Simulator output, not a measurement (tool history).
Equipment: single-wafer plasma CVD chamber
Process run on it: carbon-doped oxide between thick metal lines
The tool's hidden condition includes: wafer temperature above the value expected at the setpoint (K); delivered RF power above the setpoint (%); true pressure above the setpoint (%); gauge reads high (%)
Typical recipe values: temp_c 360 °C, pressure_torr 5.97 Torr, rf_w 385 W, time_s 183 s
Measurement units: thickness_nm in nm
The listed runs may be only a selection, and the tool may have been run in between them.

run	hour	temp_c	pressure_torr	rf_w	time_s	wafers since the last listed run	hours since the last thermocouple change	hours since the last RF generator calibration	hours since the last manometer calibration	hours since the showerhead was replaced	hours since the gauge calibration	read-back reference wafer on the same gauge, thickness_nm	thickness_nm
1	0	360	5.97	385	183	0	641.8	2632	418.8	3585.6	1322.7	715.579	689.789
2	58.9	360	5.97	385	183	804	700.7	2690.9	477.7	3644.5	1381.6	715.19	692.539
3	100	360	6.56	385	206	561	741.8	2732	518.8	3685.6	1422.7	714.961	782.386
4	148.9	360	5.97	410	183	667	790.7	2780.9	567.7	3734.5	1471.6	714.989	721.046
# hour 192.9: RF generator calibrated
5	219.8	360	5.97	410	183	858	861.6	26.9	638.6	3805.4	1542.5	715.297	767.185
6	274	360	5.97	410	183	740	915.8	81.1	692.8	3859.6	1596.7	715.242	771.249
7	306.8	360	5.97	385	183	447	948.6	113.9	725.6	3892.4	1629.5	714.692	743.138
# hour 336.4: showerhead replaced
8	375.3	360	5.97	385	183	826	1017.1	182.4	794.1	38.9	1698	715.096	737.225
# hour 395.7: thermocouple changed; heater temperature recalibrated
9	416	360	5.97	385	211	446	20.3	223.1	834.8	79.6	1738.7	714.359	851.319
10	563.1	360	5.97	385	211	2008	167.4	370.2	981.9	226.7	1885.8	715.146	846.305
# hour 588.9: capacitance manometer re-zeroed and calibrated
11	589.4	353	6.74	385	183	249	193.7	396.5	0.5	253	1912.1	714.684	756.914
12	634.1	360	6.93	325	183	610	238.4	441.2	45.2	297.7	1956.8	715.212	665.049
13	699.5	360	5.97	385	183	893	303.8	506.6	110.6	363.1	2022.2	715.673	732.885
14	739.2	360	5.97	385	183	542	343.5	546.3	150.3	402.8	2061.9	714.423	731.037
15	804	369	5.24	445	197	884	408.3	611.1	215.1	467.6	2126.7	714.73	822.565
# hour 834.1: gauge calibrated
16	841.5	346	5.97	385	168	512	445.8	648.6	252.6	505.1	7.4	715.111	693.421
17	884.4	360	7.12	420	210	585	488.7	691.5	295.5	548	50.3	715.26	899.925
18	952.4	360	5.97	385	183	928	556.7	759.5	363.5	616	118.3	714.647	726.056
19	1017.1	346	5.97	385	168	883	621.4	824.2	428.2	680.7	183	715.257	690.765
20	1052.8	360	5.97	460	183	487	657.1	859.9	463.9	716.4	218.7	715.496	817.836
21	1081.7	360	5.97	385	183	394	686	888.8	492.8	745.3	247.6	714.536	724.413
22	1122.3	360	5.97	385	205	554	726.6	929.4	533.4	785.9	288.2	715.446	806.738
23	1182.7	360	5.97	385	183	824	787	989.8	593.8	846.3	348.6	714.612	720.993
24	1220.4	360	5.97	385	183	514	824.7	1027.5	631.5	884	386.3	714.729	721.61
25	1279.3	370	5.97	355	183	804	883.6	1086.4	690.4	942.9	445.2	715.728	667.185
26	1325.6	360	5.05	385	147	632	929.9	1132.7	736.7	989.2	491.5	715.092	563.305
# hour 1371: thermocouple changed; heater temperature recalibrated
# hour 1374.2: capacitance manometer re-zeroed and calibrated
27	1378.1	360	7.07	385	183	564	7.1	1185.2	3.9	1041.7	544	714.915	735.731
28	1409.1	360	5.97	345	183	423	38.1	1216.2	34.9	1072.7	575	715.3	669.133
29	1442.3	374	7.05	410	183	453	71.3	1249.4	68.1	1105.9	608.2	715.772	736.105

For each run, the measured value with the value that run would have given without the tool's hidden condition subtracted. The run-to-run variation is shared by both, the gauge scatter possibly not:
run	thickness_nm
1	-52.396
2	-53.673
3	-61.481
4	-56.178
5	-6.443
6	-7.381
7	-7.952
8	-9.032
9	-11.217
10	-13.994
11	-12.973
12	-12.103
13	-14.418
14	-15.052
15	-17.427
16	-15.923
17	-20.676
18	-18.551
19	-18.696
20	-21.876
21	-20.708
22	-23.833
23	-22.33
24	-22.994
25	-22.216
26	-19.359
27	-26.209
28	-24.355
29	-26.209
